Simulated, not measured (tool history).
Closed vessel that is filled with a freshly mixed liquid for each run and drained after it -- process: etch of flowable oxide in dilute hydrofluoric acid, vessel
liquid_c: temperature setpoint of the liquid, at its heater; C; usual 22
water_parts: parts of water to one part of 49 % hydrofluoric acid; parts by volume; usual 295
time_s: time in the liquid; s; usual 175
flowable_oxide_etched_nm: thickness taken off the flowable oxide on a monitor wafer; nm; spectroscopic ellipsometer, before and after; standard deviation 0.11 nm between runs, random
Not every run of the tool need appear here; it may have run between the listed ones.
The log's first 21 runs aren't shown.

run	hour	liquid_c	water_parts	time_s	read-back film thickness of the flowable oxide reference wafer, read on the same gauge (nm)	flowable_oxide_etched_nm
22	622.6	18.5	230	280	30.01	32.18
23	649.8	22	155	150	29.99	31.04
# hour 663.6: hydrofluoric acid flow meter replaced
24	756.1	22	295	175	30.02	15.69
25	776	22	295	275	30	24.97
26	810.6	22	250	85	30.02	9.54
27	841.4	25	295	175	30.01	17.68
28	860.3	27	410	245	30.01	17.05
29	885.5	26	295	175	30.02	18.33
30	899.9	19.5	215	135	29.99	16.75
31	1007.5	17.5	220	230	30	25.8
32	1024.6	22	295	175	30.02	16.16

Forecast each of these 4 alternatives for the next run:
A	1025.3	22	295	175	?	?
B	1025.3	24	150	150	?	?
C	1025.3	22	295	115	?	?
D	1025.3	20	335	140	?	?

run	read-back film thickness of the flowable oxide reference wafer, read on the same gauge (nm)	flowable_oxide_etched_nm
A	29.99	16.03
B	29.99	33.7
C	29.99	10.53
D	29.99	10.14
With the hidden condition removed and each run's random variation left untouched, the same runs would have given:
run	flowable_oxide_etched_nm
A	15.55
B	32.77
C	10.22
D	9.84

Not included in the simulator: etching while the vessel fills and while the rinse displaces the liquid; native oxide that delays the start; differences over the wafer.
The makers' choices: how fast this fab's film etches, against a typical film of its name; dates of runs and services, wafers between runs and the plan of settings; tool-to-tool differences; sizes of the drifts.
